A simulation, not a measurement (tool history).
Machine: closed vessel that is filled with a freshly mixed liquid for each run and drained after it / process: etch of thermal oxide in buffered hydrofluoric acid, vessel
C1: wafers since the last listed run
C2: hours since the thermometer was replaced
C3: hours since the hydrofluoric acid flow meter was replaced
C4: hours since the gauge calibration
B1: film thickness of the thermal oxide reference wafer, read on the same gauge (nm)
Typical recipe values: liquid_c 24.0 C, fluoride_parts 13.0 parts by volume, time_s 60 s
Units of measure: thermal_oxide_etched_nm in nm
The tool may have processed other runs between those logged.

{"run": 1, "hour": 0.0, "liquid_c": 24.0, "fluoride_parts": 13.0, "time_s": 60, "C1": 0, "C2": 1373.3, "C3": 1530.6, "C4": 929.9, "B1": 150.04, "thermal_oxide_etched_nm": 52.81}
{"run": 2, "hour": 59.4, "liquid_c": 24.0, "fluoride_parts": 13.0, "time_s": 60, "C1": 3743, "C2": 1432.7, "C3": 1590.0, "C4": 989.3, "B1": 150.0, "thermal_oxide_etched_nm": 51.47}
{"run": 3, "hour": 108.4, "liquid_c": 24.0, "fluoride_parts": 13.0, "time_s": 60, "C1": 3088, "C2": 1481.7, "C3": 1639.0, "C4": 1038.3, "B1": 149.95, "thermal_oxide_etched_nm": 52.13}
{"run": 4, "hour": 175.1, "liquid_c": 24.0, "fluoride_parts": 13.0, "time_s": 60, "C1": 4203, "C2": 1548.4, "C3": 1705.7, "C4": 1105.0, "B1": 150.02, "thermal_oxide_etched_nm": 52.59}
{"run": 5, "hour": 219.7, "liquid_c": 24.0, "fluoride_parts": 13.0, "time_s": 60, "C1": 2810, "C2": 1593.0, "C3": 1750.3, "C4": 1149.6, "B1": 150.0, "thermal_oxide_etched_nm": 52.4}
{"run": 6, "hour": 245.0, "liquid_c": 24.0, "fluoride_parts": 13.0, "time_s": 60, "C1": 1594, "C2": 1618.3, "C3": 1775.6, "C4": 1174.9, "B1": 150.05, "thermal_oxide_etched_nm": 51.95}
{"run": 7, "hour": 445.6, "liquid_c": 24.0, "fluoride_parts": 13.0, "time_s": 60, "C1": 12642, "C2": 1818.9, "C3": 1976.2, "C4": 1375.5, "B1": 150.01, "thermal_oxide_etched_nm": 51.58}
{"run": 8, "hour": 517.4, "liquid_c": 24.0, "fluoride_parts": 13.0, "time_s": 60, "C1": 4525, "C2": 1890.7, "C3": 2048.0, "C4": 1447.3, "B1": 149.98, "thermal_oxide_etched_nm": 51.14}
{"hour": 531.1, "done": "hydrofluoric acid flow meter replaced"}
{"run": 9, "hour": 551.1, "liquid_c": 24.0, "fluoride_parts": 13.0, "time_s": 60, "C1": 2060, "C2": 1924.4, "C3": 20.0, "C4": 1481.0, "B1": 150.02, "thermal_oxide_etched_nm": 52.47}
{"run": 10, "hour": 612.5, "liquid_c": 24.0, "fluoride_parts": 10.5, "time_s": 60, "C1": 3869, "C2": 1985.8, "C3": 81.4, "C4": 1542.4, "B1": 149.98, "thermal_oxide_etched_nm": 63.29}
{"run": 11, "hour": 655.6, "liquid_c": 24.0, "fluoride_parts": 10.5, "time_s": 60, "C1": 2716, "C2": 2028.9, "C3": 124.5, "C4": 1585.5, "B1": 150.02, "thermal_oxide_etched_nm": 62.87}
{"run": 12, "hour": 695.8, "liquid_c": 26.0, "fluoride_parts": 13.0, "time_s": 60, "C1": 2533, "C2": 2069.1, "C3": 164.7, "C4": 1625.7, "B1": 150.01, "thermal_oxide_etched_nm": 56.36}
{"run": 13, "hour": 735.7, "liquid_c": 26.0, "fluoride_parts": 13.0, "time_s": 60, "C1": 2514, "C2": 2109.0, "C3": 204.6, "C4": 1665.6, "B1": 150.03, "thermal_oxide_etched_nm": 56.63}
{"hour": 748.0, "done": "gauge calibrated"}
{"hour": 763.2, "done": "thermometer replaced"}
{"run": 14, "hour": 797.2, "liquid_c": 26.0, "fluoride_parts": 13.0, "time_s": 60, "C1": 3812, "C2": 34.0, "C3": 266.1, "C4": 49.2, "B1": 150.01, "thermal_oxide_etched_nm": 54.6}
{"run": 15, "hour": 829.2, "liquid_c": 24.0, "fluoride_parts": 11.5, "time_s": 60, "C1": 2016, "C2": 66.0, "C3": 298.1, "C4": 81.2, "B1": 149.99, "thermal_oxide_etched_nm": 53.28}
{"run": 16, "hour": 874.5, "liquid_c": 24.0, "fluoride_parts": 11.5, "time_s": 60, "C1": 2854, "C2": 111.3, "C3": 343.4, "C4": 126.5, "B1": 150.0, "thermal_oxide_etched_nm": 54.76}
{"run": 17, "hour": 914.0, "liquid_c": 24.0, "fluoride_parts": 13.0, "time_s": 60, "C1": 2489, "C2": 150.8, "C3": 382.9, "C4": 166.0, "B1": 150.02, "thermal_oxide_etched_nm": 47.23}
{"run": 18, "hour": 939.0, "liquid_c": 22.5, "fluoride_parts": 13.0, "time_s": 40, "C1": 1575, "C2": 175.8, "C3": 407.9, "C4": 191.0, "B1": 150.01, "thermal_oxide_etched_nm": 29.35}
{"run": 19, "hour": 1004.4, "liquid_c": 28.0, "fluoride_parts": 9.0, "time_s": 75, "C1": 4121, "C2": 241.2, "C3": 473.3, "C4": 256.4, "B1": 150.01, "thermal_oxide_etched_nm": 102.33}
{"run": 20, "hour": 1062.4, "liquid_c": 24.0, "fluoride_parts": 14.5, "time_s": 50, "C1": 3655, "C2": 299.2, "C3": 531.3, "C4": 314.4, "B1": 150.02, "thermal_oxide_etched_nm": 35.69}
{"hour": 1092.1, "done": "thermometer replaced, repeated, since the last time left the tool worse"}
{"run": 21, "hour": 1112.8, "liquid_c": 20.0, "fluoride_parts": 17.5, "time_s": 40, "C1": 3113, "C2": 20.7, "C3": 581.7, "C4": 364.8, "B1": 150.0, "thermal_oxide_etched_nm": 22.47}
{"run": 22, "hour": 1143.5, "liquid_c": 24.0, "fluoride_parts": 13.0, "time_s": 60, "C1": 1934, "C2": 51.4, "C3": 612.4, "C4": 395.5, "B1": 150.0, "thermal_oxide_etched_nm": 55.21}
{"run": 23, "hour": 1213.1, "liquid_c": 24.0, "fluoride_parts": 9.0, "time_s": 45, "C1": 4386, "C2": 121.0, "C3": 682.0, "C4": 465.1, "B1": 150.01, "thermal_oxide_etched_nm": 57.48}
{"run": 24, "hour": 1267.1, "liquid_c": 24.0, "fluoride_parts": 13.0, "time_s": 60, "C1": 3403, "C2": 175.0, "C3": 736.0, "C4": 519.1, "B1": 149.98, "thermal_oxide_etched_nm": 55.46}
{"run": 25, "hour": 1320.1, "liquid_c": 19.5, "fluoride_parts": 10.5, "time_s": 80, "C1": 3340, "C2": 228.0, "C3": 789.0, "C4": 572.1, "B1": 149.98, "thermal_oxide_etched_nm": 71.52}
{"run": 26, "hour": 1370.0, "liquid_c": 19.0, "fluoride_parts": 13.0, "time_s": 60, "C1": 3144, "C2": 277.9, "C3": 838.9, "C4": 622.0, "B1": 150.02, "thermal_oxide_etched_nm": 41.31}
{"run": 27, "hour": 1429.6, "liquid_c": 20.5, "fluoride_parts": 11.0, "time_s": 35, "C1": 3756, "C2": 337.5, "C3": 898.5, "C4": 681.6, "B1": 149.99, "thermal_oxide_etched_nm": 31.45}
{"run": 28, "hour": 1482.5, "liquid_c": 24.0, "fluoride_parts": 13.0, "time_s": 60, "C1": 3333, "C2": 390.4, "C3": 951.4, "C4": 734.5, "B1": 150.01, "thermal_oxide_etched_nm": 54.87}
{"run": 29, "hour": 1551.2, "liquid_c": 24.0, "fluoride_parts": 9.5, "time_s": 60, "C1": 4329, "C2": 459.1, "C3": 1020.1, "C4": 803.2, "B1": 150.0, "thermal_oxide_etched_nm": 73.4}
{"run": 30, "hour": 1598.9, "liquid_c": 24.0, "fluoride_parts": 10.0, "time_s": 40, "C1": 3006, "C2": 506.8, "C3": 1067.8, "C4": 850.9, "B1": 150.01, "thermal_oxide_etched_nm": 47.3}

Forecast run 31:
{"run": 31, "hour": 1623.4, "liquid_c": 21.0, "fluoride_parts": 13.0, "time_s": 45, "C1": 1544, "C2": 531.3, "C3": 1092.3, "C4": 875.4, "B1": "?", "thermal_oxide_etched_nm": "?"}

Run 31 yielded B1 150.00, thermal_oxide_etched_nm 34.71 nm.
Take away the tool's hidden state, keep the run-to-run variation as it was, and the same run would have given thermal_oxide_etched_nm 35.78 nm.

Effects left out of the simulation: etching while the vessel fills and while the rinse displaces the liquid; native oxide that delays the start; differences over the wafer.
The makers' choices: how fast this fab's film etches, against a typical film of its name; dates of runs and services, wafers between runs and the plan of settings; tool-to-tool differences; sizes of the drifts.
